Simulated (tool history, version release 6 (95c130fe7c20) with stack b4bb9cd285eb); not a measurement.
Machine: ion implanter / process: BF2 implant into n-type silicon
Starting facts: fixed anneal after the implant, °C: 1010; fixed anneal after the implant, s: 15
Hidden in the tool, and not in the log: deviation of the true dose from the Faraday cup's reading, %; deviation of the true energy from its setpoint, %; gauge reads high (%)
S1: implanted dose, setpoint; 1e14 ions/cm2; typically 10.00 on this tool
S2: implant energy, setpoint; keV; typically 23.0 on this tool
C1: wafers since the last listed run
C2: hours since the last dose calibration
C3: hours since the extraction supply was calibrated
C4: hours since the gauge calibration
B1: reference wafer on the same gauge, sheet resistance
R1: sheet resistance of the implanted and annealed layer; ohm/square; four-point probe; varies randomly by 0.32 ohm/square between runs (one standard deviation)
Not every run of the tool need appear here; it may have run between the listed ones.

Run 1, hour 0.0: usual settings but S1 8.30 1e14 ions/cm2; C1 0; C2 918.6; C3 2564.7; C4 52.6; B1 156.06. Result: R1 172.20 ohm/square.
Run 2, hour 28.6: usual settings but S1 8.30 1e14 ions/cm2; C1 783; C2 947.2; C3 2593.3; C4 81.2; B1 156.07. Result: R1 172.55 ohm/square.
Run 3, hour 59.7: usual settings; C1 851; C2 978.3; C3 2624.4; C4 112.3; B1 156.01. Result: R1 159.53 ohm/square.
Run 4, hour 92.5: usual settings; C1 898; C2 1011.1; C3 2657.2; C4 145.1; B1 156.13. Result: R1 159.14 ohm/square.
Run 5, hour 122.6: usual settings; C1 824; C2 1041.2; C3 2687.3; C4 175.2; B1 156.00. Result: R1 158.81 ohm/square.
Run 6, hour 140.9: usual settings; C1 501; C2 1059.5; C3 2705.6; C4 193.5; B1 156.04. Result: R1 158.72 ohm/square.
Run 7, hour 160.0: usual settings but S1 7.71 1e14 ions/cm2, S2 28.0 keV; C1 523; C2 1078.6; C3 2724.7; C4 212.6; B1 156.10. Result: R1 167.09 ohm/square.
Run 8, hour 189.5: usual settings; C1 807; C2 1108.1; C3 2754.2; C4 242.1; B1 155.98. Result: R1 159.29 ohm/square.
Run 9, hour 219.6: usual settings but S2 28.5 keV; C1 824; C2 1138.2; C3 2784.3; C4 272.2; B1 156.03. Result: R1 146.00 ohm/square.
Run 10, hour 248.0: usual settings; C1 777; C2 1166.6; C3 2812.7; C4 300.6; B1 156.01. Result: R1 158.67 ohm/square.
Run 11, hour 280.7: usual settings; C1 895; C2 1199.3; C3 2845.4; C4 333.3; B1 155.92. Result: R1 159.73 ohm/square.
Run 12, hour 305.7: usual settings; C1 684; C2 1224.3; C3 2870.4; C4 358.3; B1 156.05. Result: R1 159.31 ohm/square.
Run 13, hour 340.0: usual settings but S2 20.5 keV; C1 939; C2 1258.6; C3 2904.7; C4 392.6; B1 156.01. Result: R1 166.83 ohm/square.
Run 14, hour 357.6: usual settings but S1 8.54 1e14 ions/cm2; C1 482; C2 1276.2; C3 2922.3; C4 410.2; B1 156.00. Result: R1 169.30 ohm/square.
Run 15, hour 389.8: usual settings but S1 11.26 1e14 ions/cm2, S2 30.5 keV; C1 881; C2 1308.4; C3 2954.5; C4 442.4; B1 156.19. Result: R1 134.96 ohm/square.
At hour 394.8: gauge calibrated.
Run 16, hour 405.6: usual settings but S1 8.83 1e14 ions/cm2, S2 16.0 keV; C1 432; C2 1324.2; C3 2970.3; C4 10.8; B1 156.06. Result: R1 191.61 ohm/square.
At hour 423.0: extraction supply calibrated.
Run 17, hour 428.0: usual settings but S1 11.12 1e14 ions/cm2, S2 17.5 keV; C1 394; C2 1346.6; C3 5.0; C4 33.2; B1 156.03. Result: R1 172.84 ohm/square.
At hour 436.5: Faraday cup replaced and dose calibrated.
Run 18, hour 453.8: usual settings but S2 16.5 keV; C1 487; C2 17.3; C3 30.8; C4 59.0; B1 156.01. Result: R1 178.39 ohm/square.
Run 19, hour 484.0: usual settings; C1 827; C2 47.5; C3 61.0; C4 89.2; B1 156.01. Result: R1 156.33 ohm/square.
Run 20, hour 498.0: usual settings but S1 11.79 1e14 ions/cm2, S2 18.0 keV; C1 383; C2 61.5; C3 75.0; C4 103.2; B1 155.99. Result: R1 166.18 ohm/square.
Run 21, hour 518.4: usual settings but S1 11.82 1e14 ions/cm2, S2 26.0 keV; C1 558; C2 81.9; C3 95.4; C4 123.6; B1 156.03. Result: R1 140.35 ohm/square.
Run 22, hour 537.7: usual settings but S1 11.26 1e14 ions/cm2, S2 30.5 keV; C1 528; C2 101.2; C3 114.7; C4 142.9; B1 156.00. Result: R1 133.04 ohm/square.
Run 23, hour 561.4: usual settings but S1 12.95 1e14 ions/cm2, S2 28.5 keV; C1 649; C2 124.9; C3 138.4; C4 166.6; B1 155.89. Result: R1 131.28 ohm/square.
Run 24, hour 590.8: usual settings but S1 11.59 1e14 ions/cm2, S2 20.5 keV; C1 805; C2 154.3; C3 167.8; C4 196.0; B1 155.92. Result: R1 158.19 ohm/square.
Run 25, hour 604.4: usual settings but S1 12.37 1e14 ions/cm2, S2 20.5 keV; C1 372; C2 167.9; C3 181.4; C4 209.6; B1 156.03. Result: R1 155.07 ohm/square.
Run 26, hour 640.3: usual settings; C1 983; C2 203.8; C3 217.3; C4 245.5; B1 156.00. Result: R1 156.67 ohm/square.
Run 27, hour 668.8: usual settings but S1 10.84 1e14 ions/cm2; C1 780; C2 232.3; C3 245.8; C4 274.0; B1 156.04. Result: R1 152.79 ohm/square.

3 options for the next run, each taken on its own from the tool as it stands now. Forecast them:
Run A, hour 669.2: usual settings; C1 10; C2 232.7; C3 246.2; C4 274.4; B1 ?. Result: R1 ?.
Run B, hour 669.2: usual settings but S1 12.84 1e14 ions/cm2, S2 28.0 keV; C1 10; C2 232.7; C3 246.2; C4 274.4; B1 ?. Result: R1 ?.
Run C, hour 669.2: usual settings but S1 12.68 1e14 ions/cm2, S2 18.0 keV; C1 10; C2 232.7; C3 246.2; C4 274.4; B1 ?. Result: R1 ?.

run      B1      R1
  A  155.94  157.53
  B  155.94  133.62
  C  155.94  164.34
Without the tool's hidden state the same runs would have given:
run      R1
  A  157.02
  B  133.30
  C  164.02

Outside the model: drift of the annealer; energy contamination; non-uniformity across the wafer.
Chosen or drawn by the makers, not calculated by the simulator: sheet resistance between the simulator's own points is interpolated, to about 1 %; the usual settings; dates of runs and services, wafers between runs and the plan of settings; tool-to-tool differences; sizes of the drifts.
